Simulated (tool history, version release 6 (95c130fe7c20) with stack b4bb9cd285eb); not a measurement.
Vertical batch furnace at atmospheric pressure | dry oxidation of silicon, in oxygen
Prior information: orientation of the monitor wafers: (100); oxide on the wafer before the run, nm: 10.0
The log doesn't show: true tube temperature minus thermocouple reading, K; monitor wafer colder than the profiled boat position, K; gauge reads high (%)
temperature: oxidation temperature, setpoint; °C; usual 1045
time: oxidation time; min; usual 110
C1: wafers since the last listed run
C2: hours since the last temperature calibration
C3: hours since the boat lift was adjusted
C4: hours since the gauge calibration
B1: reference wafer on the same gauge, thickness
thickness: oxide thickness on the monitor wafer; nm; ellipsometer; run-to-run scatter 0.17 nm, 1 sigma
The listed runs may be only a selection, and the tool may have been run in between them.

Run 1, hour 0: usual settings but time 141.5 min; C1 0; C2 3441.4; C3 2147; C4 138.7; B1 105.99. Result: thickness 126.34 nm.
Run 2, hour 20.9: usual settings; C1 164; C2 3462.3; C3 2167.9; C4 159.6; B1 105.99. Result: thickness 107.2 nm.
Run 3, hour 37.6: usual settings but time 88.5 min; C1 131; C2 3479; C3 2184.6; C4 176.3; B1 106.01. Result: thickness 93.21 nm.
Run 4, hour 53.2: usual settings; C1 122; C2 3494.6; C3 2200.2; C4 191.9; B1 105.98. Result: thickness 107.46 nm.
Run 5, hour 65.5: usual settings; C1 96; C2 3506.9; C3 2212.5; C4 204.2; B1 105.99. Result: thickness 107.44 nm.
Run 6, hour 81.2: usual settings; C1 123; C2 3522.6; C3 2228.2; C4 219.9; B1 106.01. Result: thickness 107.15 nm.
Run 7, hour 100.9: usual settings but time 125 min; C1 154; C2 3542.3; C3 2247.9; C4 239.6; B1 106.01. Result: thickness 116.79 nm.
Run 8, hour 111.7: usual settings but time 125 min; C1 84; C2 3553.1; C3 2258.7; C4 250.4; B1 106.01. Result: thickness 116.26 nm.
At hour 126.3: gauge calibrated.
Run 9, hour 129.8: usual settings but time 125 min; C1 142; C2 3571.2; C3 2276.8; C4 3.5; B1 106.02. Result: thickness 116.08 nm.
Run 10, hour 142: usual settings but temperature 1032 °C, time 123.5 min; C1 95; C2 3583.4; C3 2289; C4 15.7; B1 106.02. Result: thickness 103.67 nm.
Run 11, hour 150.7: usual settings but temperature 1032 °C, time 95 min; C1 68; C2 3592.1; C3 2297.7; C4 24.4; B1 106. Result: thickness 87.45 nm.
At hour 188.1: thermocouples replaced and temperature profile calibrated.
Run 12, hour 193.7: usual settings but temperature 1034 °C, time 142.5 min; C1 149; C2 5.6; C3 2340.7; C4 67.4; B1 105.99. Result: thickness 115.74 nm.
Run 13, hour 202.8: usual settings but time 130 min; C1 71; C2 14.7; C3 2349.8; C4 76.5; B1 105.97. Result: thickness 118.9 nm.
Run 14, hour 235.6: usual settings; C1 257; C2 47.5; C3 2382.6; C4 109.3; B1 106.02. Result: thickness 106.59 nm.
Run 15, hour 249.7: usual settings; C1 110; C2 61.6; C3 2396.7; C4 123.4; B1 106. Result: thickness 106.58 nm.
At hour 289.6: boat lift adjusted.
Run 16, hour 290.1: usual settings but temperature 1054 °C, time 79.5 min; C1 128; C2 102; C3 0.5; C4 163.8; B1 105.97. Result: thickness 97.39 nm.
Run 17, hour 295.1: usual settings but temperature 1065 °C, time 93.5 min; C1 39; C2 107; C3 5.5; C4 168.8; B1 105.98. Result: thickness 117.51 nm.
Run 18, hour 301.2: usual settings; C1 47; C2 113.1; C3 11.6; C4 174.9; B1 106.01. Result: thickness 111.33 nm.
Run 19, hour 322.1: usual settings but temperature 1033 °C, time 138 min; C1 164; C2 134; C3 32.5; C4 195.8; B1 106. Result: thickness 116.86 nm.
Run 20, hour 358.7: usual settings but temperature 1062 °C, time 86 min; C1 287; C2 170.6; C3 69.1; C4 232.4; B1 105.99. Result: thickness 108.77 nm.
Run 21, hour 376.3: usual settings; C1 138; C2 188.2; C3 86.7; C4 250; B1 106. Result: thickness 111.31 nm.

4 ways to go on from here, each from the tool as it stands after run 21. What would each give?
Run A, hour 381.4: usual settings; C1 40; C2 193.3; C3 91.8; C4 255.1; B1 ?. Result: thickness ?.
Run B, hour 381.4: usual settings but temperature 1066 °C, time 83.5 min; C1 40; C2 193.3; C3 91.8; C4 255.1; B1 ?. Result: thickness ?.
Run C, hour 381.4: usual settings but temperature 1063 °C, time 141 min; C1 40; C2 193.3; C3 91.8; C4 255.1; B1 ?. Result: thickness ?.
Run D, hour 381.4: usual settings but time 91 min; C1 40; C2 193.3; C3 91.8; C4 255.1; B1 ?. Result: thickness ?.

run      B1  thickness
  A  105.94     111.48
  B  105.94      110.2
  C  105.94     149.91
  D  105.94       98.7
Had the tool no hidden state, the same runs would have come out as:
run  thickness
  A     111.55
  B     110.27
  C        150
  D      98.77
